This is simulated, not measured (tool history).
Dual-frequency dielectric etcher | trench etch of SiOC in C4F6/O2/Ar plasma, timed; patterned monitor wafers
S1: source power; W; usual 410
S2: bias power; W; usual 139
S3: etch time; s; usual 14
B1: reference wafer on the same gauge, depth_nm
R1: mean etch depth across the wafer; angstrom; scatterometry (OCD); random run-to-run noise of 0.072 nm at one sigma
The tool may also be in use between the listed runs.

{"run": 1, "hour": 0.0, "S1": 480, "S2": 139, "S3": 14, "B1": 24.73, "R1": 280.2}
{"run": 2, "hour": 72.6, "S1": 480, "S2": 139, "S3": 14, "B1": 24.69, "R1": 278.6}
{"run": 3, "hour": 101.2, "S1": 480, "S2": 139, "S3": 14, "B1": 24.71, "R1": 279.9}
{"run": 4, "hour": 140.9, "S1": 450, "S2": 139, "S3": 14, "B1": 24.74, "R1": 275.4}
{"run": 5, "hour": 190.7, "S1": 450, "S2": 139, "S3": 14, "B1": 24.69, "R1": 275.7}
{"run": 6, "hour": 376.5, "S1": 450, "S2": 139, "S3": 14, "B1": 24.7, "R1": 273.5}
{"hour": 407.2, "done": "wet clean of the chamber"}
{"run": 7, "hour": 451.7, "S1": 410, "S2": 139, "S3": 14, "B1": 24.7, "R1": 266.2}
{"hour": 472.3, "done": "gauge calibrated"}
{"hour": 531.4, "done": "upper electrode replaced"}
{"run": 8, "hour": 531.9, "S1": 410, "S2": 139, "S3": 14, "B1": 24.71, "R1": 265.6}
{"run": 9, "hour": 565.7, "S1": 410, "S2": 139, "S3": 14, "B1": 24.72, "R1": 265.5}
{"hour": 579.2, "done": "bias power generator calibrated"}
{"run": 10, "hour": 613.0, "S1": 410, "S2": 139, "S3": 14, "B1": 24.69, "R1": 266.4}
{"hour": 646.5, "done": "source power generator calibrated"}
{"run": 11, "hour": 684.0, "S1": 340, "S2": 139, "S3": 12.5, "B1": 24.7, "R1": 224.8}
{"run": 12, "hour": 741.7, "S1": 410, "S2": 114, "S3": 18, "B1": 24.7, "R1": 321.4}
{"run": 13, "hour": 793.5, "S1": 340, "S2": 118, "S3": 12, "B1": 24.7, "R1": 204.5}
{"run": 14, "hour": 835.9, "S1": 490, "S2": 139, "S3": 14, "B1": 24.72, "R1": 281.8}
{"run": 15, "hour": 884.0, "S1": 410, "S2": 107, "S3": 14, "B1": 24.69, "R1": 244.9}
{"run": 16, "hour": 947.6, "S1": 410, "S2": 114, "S3": 14, "B1": 24.72, "R1": 250.4}
{"hour": 977.7, "done": "wet clean of the chamber"}
{"run": 17, "hour": 988.7, "S1": 410, "S2": 110, "S3": 17, "B1": 24.7, "R1": 300.4}
{"run": 18, "hour": 1049.0, "S1": 470, "S2": 127, "S3": 10, "B1": 24.66, "R1": 192.4}
{"run": 19, "hour": 1089.8, "S1": 410, "S2": 139, "S3": 14, "B1": 24.69, "R1": 265.2}

Forecast each of these 5 alternatives for the next run:
{"run": "A", "hour": 1090.2, "S1": 410, "S2": 139, "S3": 14, "B1": "?", "R1": "?"}
{"run": "B", "hour": 1090.2, "S1": 510, "S2": 148, "S3": 11, "B1": "?", "R1": "?"}
{"run": "C", "hour": 1090.2, "S1": 370, "S2": 128, "S3": 14, "B1": "?", "R1": "?"}
{"run": "D", "hour": 1090.2, "S1": 410, "S2": 139, "S3": 12, "B1": "?", "R1": "?"}
{"run": "E", "hour": 1090.2, "S1": 320, "S2": 165, "S3": 11, "B1": "?", "R1": "?"}

run=A B1=24.69 R1=265.7
run=B B1=24.69 R1=228.7
run=C B1=24.69 R1=250.6
run=D B1=24.69 R1=227.8
run=E B1=24.69 R1=204.5
The same runs, with their run-to-run variation unchanged, on a tool lacking any hidden condition would have given:
run=A R1=265.7
run=B R1=228.7
run=C R1=250.6
run=D R1=227.8
run=E R1=204.5

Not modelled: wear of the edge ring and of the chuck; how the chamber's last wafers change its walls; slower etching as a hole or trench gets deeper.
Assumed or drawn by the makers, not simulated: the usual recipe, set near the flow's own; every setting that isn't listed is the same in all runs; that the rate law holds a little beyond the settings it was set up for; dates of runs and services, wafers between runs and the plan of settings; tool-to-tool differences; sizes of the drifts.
